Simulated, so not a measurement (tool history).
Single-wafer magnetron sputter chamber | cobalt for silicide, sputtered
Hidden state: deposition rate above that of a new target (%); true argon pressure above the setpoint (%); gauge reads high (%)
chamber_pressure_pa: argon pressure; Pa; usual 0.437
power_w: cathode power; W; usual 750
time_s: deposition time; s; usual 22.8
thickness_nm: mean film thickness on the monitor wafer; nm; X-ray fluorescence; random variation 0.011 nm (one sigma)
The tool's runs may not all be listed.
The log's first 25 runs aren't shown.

| run | hour | chamber_pressure_pa | power_w | time_s | wafers since the last listed run | wafers on the sputter target | hours since the last manometer calibration | hours since the magnet pack was replaced | hours since the gauge calibration | read-back reference wafer on the same gauge, thickness_nm | thickness_nm |
|---|---|---|---|---|---|---|---|---|---|---|---|
| 26 | 315.9 | 0.437 | 750 | 21.2 | 403 | 2219 | 63.2 | 43.7 | 87.4 | 8.687 | 6.979 |
| 27 | 331.3 | 0.437 | 750 | 22.8 | 440 | 2660 | 78.6 | 59.1 | 102.8 | 8.693 | 7.504 |
| 28 | 347.1 | 0.277 | 750 | 25.3 | 452 | 3112 | 94.4 | 74.9 | 118.6 | 8.688 | 8.843 |
| 29 | 355.2 | 0.437 | 750 | 22.8 | 231 | 3344 | 102.5 | 83.0 | 126.7 | 8.693 | 7.506 |
| 30 | 366.6 | 0.607 | 900 | 22.8 | 326 | 3671 | 113.9 | 94.4 | 138.1 | 8.688 | 8.343 |
| 31 | 380.9 | 0.437 | 750 | 22.8 | 409 | 4080 | 128.2 | 108.7 | 152.4 | 8.695 | 7.495 |
| 32 | 395.5 | 0.437 | 850 | 22.8 | 417 | 4498 | 142.8 | 123.3 | 167.0 | 8.690 | 8.406 |
|  | 419.7 | sputter target and shields replaced |
| 33 | 420.2 | 0.437 | 650 | 24.3 | 477 | 15 | 167.5 | 148.0 | 191.7 | 8.688 | 7.104 |

The next listed run, before its measurement:
| 34 | 430.4 | 0.611 | 850 | 25.4 | 291 | 307 | 177.7 | 158.2 | 201.9 | ? | ? |

read-back reference wafer on the same gauge, thickness_nm: 8.690
thickness_nm: 8.867 nm
Without the tool's hidden state the same run would have given thickness_nm 8.917 nm.
